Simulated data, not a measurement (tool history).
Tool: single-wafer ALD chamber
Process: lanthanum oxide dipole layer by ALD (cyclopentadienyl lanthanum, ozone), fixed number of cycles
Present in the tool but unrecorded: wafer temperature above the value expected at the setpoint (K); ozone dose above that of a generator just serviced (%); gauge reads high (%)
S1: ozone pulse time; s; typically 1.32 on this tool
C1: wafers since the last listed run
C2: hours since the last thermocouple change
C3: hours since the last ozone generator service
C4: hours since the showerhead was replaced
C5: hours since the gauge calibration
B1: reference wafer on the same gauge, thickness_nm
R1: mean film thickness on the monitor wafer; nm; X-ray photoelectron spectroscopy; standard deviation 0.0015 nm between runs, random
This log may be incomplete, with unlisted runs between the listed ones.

{"run": 1, "hour": 0.0, "S1": 1.32, "C1": 0, "C2": 90.2, "C3": 332.6, "C4": 6731.9, "C5": 366, "B1": 0.445, "R1": 0.492}
{"run": 2, "hour": 71.1, "S1": 1.32, "C1": 982, "C2": 161.3, "C3": 403.7, "C4": 6803, "C5": 437.1, "B1": 0.445, "R1": 0.492}
{"run": 3, "hour": 175.0, "S1": 1.32, "C1": 1436, "C2": 265.2, "C3": 507.6, "C4": 6906.9, "C5": 541, "B1": 0.444, "R1": 0.491}
{"run": 4, "hour": 241.6, "S1": 1.32, "C1": 920, "C2": 331.8, "C3": 574.2, "C4": 6973.5, "C5": 607.6, "B1": 0.445, "R1": 0.491}
{"run": 5, "hour": 318.8, "S1": 1.32, "C1": 1067, "C2": 409, "C3": 651.4, "C4": 7050.7, "C5": 684.8, "B1": 0.445, "R1": 0.49}
{"run": 6, "hour": 408.9, "S1": 1.16, "C1": 1245, "C2": 499.1, "C3": 741.5, "C4": 7140.8, "C5": 774.9, "B1": 0.445, "R1": 0.476}
{"run": 7, "hour": 453.0, "S1": 1.16, "C1": 609, "C2": 543.2, "C3": 785.6, "C4": 7184.9, "C5": 819, "B1": 0.445, "R1": 0.478}
{"hour": 482.9, "done": "ozone generator serviced"}
{"run": 8, "hour": 534.8, "S1": 1.16, "C1": 1020, "C2": 625, "C3": 51.9, "C4": 7266.7, "C5": 900.8, "B1": 0.445, "R1": 0.477}
{"run": 9, "hour": 622.5, "S1": 1.14, "C1": 1212, "C2": 712.7, "C3": 139.6, "C4": 7354.4, "C5": 988.5, "B1": 0.445, "R1": 0.475}
{"run": 10, "hour": 774.6, "S1": 1.14, "C1": 2102, "C2": 864.8, "C3": 291.7, "C4": 7506.5, "C5": 1140.6, "B1": 0.445, "R1": 0.473}
{"hour": 816.2, "done": "showerhead replaced"}
{"run": 11, "hour": 821.9, "S1": 1.14, "C1": 543, "C2": 912.1, "C3": 339, "C4": 5.7, "C5": 1187.9, "B1": 0.445, "R1": 0.472}
{"run": 12, "hour": 870.8, "S1": 1.32, "C1": 675, "C2": 961, "C3": 387.9, "C4": 54.6, "C5": 1236.8, "B1": 0.445, "R1": 0.491}
{"run": 13, "hour": 922.5, "S1": 1.44, "C1": 714, "C2": 1012.7, "C3": 439.6, "C4": 106.3, "C5": 1288.5, "B1": 0.445, "R1": 0.501}
{"run": 14, "hour": 1003.9, "S1": 1.44, "C1": 1125, "C2": 1094.1, "C3": 521, "C4": 187.7, "C5": 1369.9, "B1": 0.445, "R1": 0.502}
{"run": 15, "hour": 1057.2, "S1": 1.44, "C1": 736, "C2": 1147.4, "C3": 574.3, "C4": 241, "C5": 1423.2, "B1": 0.445, "R1": 0.499}
{"run": 16, "hour": 1126.0, "S1": 0.84, "C1": 950, "C2": 1216.2, "C3": 643.1, "C4": 309.8, "C5": 1492, "B1": 0.445, "R1": 0.422}
{"hour": 1175.7, "done": "thermocouple changed; heater temperature recalibrated"}
{"hour": 1181.6, "done": "gauge calibrated"}
{"run": 17, "hour": 1216.7, "S1": 0.81, "C1": 1143, "C2": 41, "C3": 733.8, "C4": 400.5, "C5": 35.1, "B1": 0.445, "R1": 0.416}
{"run": 18, "hour": 1320.3, "S1": 1.32, "C1": 1431, "C2": 144.6, "C3": 837.4, "C4": 504.1, "C5": 138.7, "B1": 0.445, "R1": 0.493}
{"hour": 1376.6, "done": "ozone generator serviced"}
{"run": 19, "hour": 1413.2, "S1": 0.87, "C1": 1173, "C2": 237.5, "C3": 36.6, "C4": 597, "C5": 231.6, "B1": 0.445, "R1": 0.429}
{"run": 20, "hour": 1459.8, "S1": 1.32, "C1": 644, "C2": 284.1, "C3": 83.2, "C4": 643.6, "C5": 278.2, "B1": 0.445, "R1": 0.494}
{"run": 21, "hour": 1511.8, "S1": 1.44, "C1": 718, "C2": 336.1, "C3": 135.2, "C4": 695.6, "C5": 330.2, "B1": 0.445, "R1": 0.499}
{"run": 22, "hour": 1563.0, "S1": 1.73, "C1": 707, "C2": 387.3, "C3": 186.4, "C4": 746.8, "C5": 381.4, "B1": 0.445, "R1": 0.512}
{"run": 23, "hour": 1645.1, "S1": 0.89, "C1": 1134, "C2": 469.4, "C3": 268.5, "C4": 828.9, "C5": 463.5, "B1": 0.445, "R1": 0.434}
{"run": 24, "hour": 1748.2, "S1": 1.32, "C1": 1424, "C2": 572.5, "C3": 371.6, "C4": 932, "C5": 566.6, "B1": 0.445, "R1": 0.492}
{"run": 25, "hour": 1849.3, "S1": 1.75, "C1": 1397, "C2": 673.6, "C3": 472.7, "C4": 1033.1, "C5": 667.7, "B1": 0.445, "R1": 0.515}
{"run": 26, "hour": 1929.7, "S1": 1.74, "C1": 1111, "C2": 754, "C3": 553.1, "C4": 1113.5, "C5": 748.1, "B1": 0.445, "R1": 0.515}
{"run": 27, "hour": 1987.9, "S1": 1.32, "C1": 804, "C2": 812.2, "C3": 611.3, "C4": 1171.7, "C5": 806.3, "B1": 0.445, "R1": 0.493}
{"run": 28, "hour": 2040.2, "S1": 1.53, "C1": 722, "C2": 864.5, "C3": 663.6, "C4": 1224, "C5": 858.6, "B1": 0.444, "R1": 0.505}
{"run": 29, "hour": 2100.3, "S1": 1.01, "C1": 830, "C2": 924.6, "C3": 723.7, "C4": 1284.1, "C5": 918.7, "B1": 0.445, "R1": 0.455}
{"run": 30, "hour": 2204.8, "S1": 1.04, "C1": 1444, "C2": 1029.1, "C3": 828.2, "C4": 1388.6, "C5": 1023.2, "B1": 0.445, "R1": 0.462}

Predict each of these 5 candidate next runs independently; none follows another, all start after run 30:
{"run": "A", "hour": 2205.2, "S1": 1, "C1": 5, "C2": 1029.5, "C3": 828.6, "C4": 1389, "C5": 1023.6, "B1": "?", "R1": "?"}
{"run": "B", "hour": 2205.2, "S1": 1.63, "C1": 5, "C2": 1029.5, "C3": 828.6, "C4": 1389, "C5": 1023.6, "B1": "?", "R1": "?"}
{"run": "C", "hour": 2205.2, "S1": 0.88, "C1": 5, "C2": 1029.5, "C3": 828.6, "C4": 1389, "C5": 1023.6, "B1": "?", "R1": "?"}
{"run": "D", "hour": 2205.2, "S1": 1.55, "C1": 5, "C2": 1029.5, "C3": 828.6, "C4": 1389, "C5": 1023.6, "B1": "?", "R1": "?"}
{"run": "E", "hour": 2205.2, "S1": 1.7, "C1": 5, "C2": 1029.5, "C3": 828.6, "C4": 1389, "C5": 1023.6, "B1": "?", "R1": "?"}

run=A B1=0.445 R1=0.453
run=B B1=0.445 R1=0.51
run=C B1=0.445 R1=0.43
run=D B1=0.445 R1=0.506
run=E B1=0.445 R1=0.513
With the hidden condition removed and each run's random variation left untouched, the same runs would have given:
run=A R1=0.453
run=B R1=0.51
run=C R1=0.43
run=D R1=0.506
run=E R1=0.513
